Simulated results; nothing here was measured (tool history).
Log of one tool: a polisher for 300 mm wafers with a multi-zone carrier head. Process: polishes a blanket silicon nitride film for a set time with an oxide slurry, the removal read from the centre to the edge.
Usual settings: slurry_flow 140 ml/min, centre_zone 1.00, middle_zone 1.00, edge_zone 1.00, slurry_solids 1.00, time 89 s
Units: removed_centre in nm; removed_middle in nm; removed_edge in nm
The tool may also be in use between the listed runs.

run	hour	slurry_flow	centre_zone	middle_zone	edge_zone	slurry_solids	time	wafers since the last listed run	wafers polished on this pad	hours since the slurry nozzle was cleaned	hours since the centre zone pressure was calibrated	hours since the edge zone pressure was calibrated	hours since the carrier head's membrane was replaced	incoming thickness of the incoming film, nm	removed_centre	removed_middle	removed_edge
1	0.0	140	1.00	1.00	1.00	0.75	89	0	454	0.5	897.2	1196.3	1175.6	568.2	86.3	86.2	86.6
# hour 11.5: edge zone pressure recalibrated
2	13.1	95	0.96	1.00	1.00	1.00	89	133	587	13.6	910.3	1.6	1188.7	580.3	86.0	90.0	96.0
3	22.4	140	0.90	1.00	1.08	1.00	89	111	699	22.9	919.6	10.9	1198.0	573.7	90.3	104.2	105.1
# hour 32.7: centre zone pressure recalibrated
4	33.2	140	1.00	1.00	1.00	1.00	89	105	805	33.7	0.5	21.7	1208.8	582.4	101.4	100.6	103.2
# hour 41.8: carrier head's membrane replaced by a new one
5	42.3	140	1.00	1.04	1.00	1.10	89	49	854	42.8	9.6	30.8	0.5	582.7	103.9	107.4	105.5
6	55.2	140	1.10	1.00	1.00	1.00	89	154	1009	55.7	22.5	43.7	13.4	577.4	109.9	99.8	100.4
# hour 73.0: worn pad replaced by a new one
7	73.5	140	1.00	1.00	1.00	1.30	89	171	6	74.0	40.8	62.0	31.7	579.6	112.5	112.6	117.2
8	83.2	140	1.00	1.00	1.00	1.00	89	116	122	83.7	50.5	71.7	41.4	575.2	99.1	99.0	103.6
9	95.9	120	1.00	1.00	1.00	1.00	114	152	275	96.4	63.2	84.4	54.1	576.1	123.4	126.2	128.2
10	107.0	140	1.00	1.09	1.00	1.00	74	133	408	107.5	74.3	95.5	65.2	576.0	83.4	89.3	85.0
11	116.3	140	1.00	1.06	1.08	0.90	63	111	520	116.8	83.6	104.8	74.5	572.6	67.3	73.1	71.4
12	130.8	140	1.00	1.00	1.00	1.00	89	174	694	131.3	98.1	119.3	89.0	583.3	103.0	99.8	104.2
13	142.8	185	1.08	1.00	1.08	1.00	108	144	838	143.3	110.1	131.3	101.0	591.4	138.5	130.0	134.7
14	151.8	140	1.00	1.00	0.89	1.00	89	108	946	152.3	119.1	140.3	110.0	582.3	102.5	100.0	97.1
15	158.3	140	1.00	1.00	1.00	1.00	89	78	1024	158.8	125.6	146.8	116.5	578.2	99.5	102.1	102.8
16	167.8	140	1.00	1.00	1.03	1.25	89	114	1138	168.3	135.1	156.3	126.0	587.3	108.7	111.5	112.7
# hour 174.3: worn pad replaced by a new one
17	183.1	140	1.00	1.00	0.96	0.80	113	135	105	183.6	150.4	171.6	141.3	590.5	114.2	115.1	114.6
18	191.6	140	1.00	0.95	1.12	1.00	89	102	207	192.1	158.9	180.1	149.8	582.7	100.6	97.2	109.6
19	201.9	175	1.08	1.00	0.95	1.00	70	123	331	202.4	169.2	190.4	160.1	573.9	89.6	83.6	82.0
20	212.2	155	1.00	1.00	1.00	1.00	89	123	455	212.7	179.5	200.7	170.4	583.7	103.4	101.4	104.8
21	222.4	125	1.00	1.00	1.10	1.10	118	122	577	222.9	189.7	210.9	180.6	578.1	131.3	139.4	147.7

How the hidden state differs across the entries between the runs, from the last listed run before each to the first after it:
Between runs 1 and 2: edge zone pressure recalibrated (hour 11.5)
  no hidden state differs between the two runs
Between runs 3 and 4: centre zone pressure recalibrated (hour 32.7)
  no hidden state differs between the two runs
Between runs 4 and 5: carrier head's membrane replaced by a new one (hour 41.8)
  no hidden state differs between the two runs
Between runs 6 and 7: worn pad replaced by a new one (hour 73.0)
  no hidden state differs between the two runs
Between runs 16 and 17: worn pad replaced by a new one (hour 174.3)
  no hidden state differs between the two runs

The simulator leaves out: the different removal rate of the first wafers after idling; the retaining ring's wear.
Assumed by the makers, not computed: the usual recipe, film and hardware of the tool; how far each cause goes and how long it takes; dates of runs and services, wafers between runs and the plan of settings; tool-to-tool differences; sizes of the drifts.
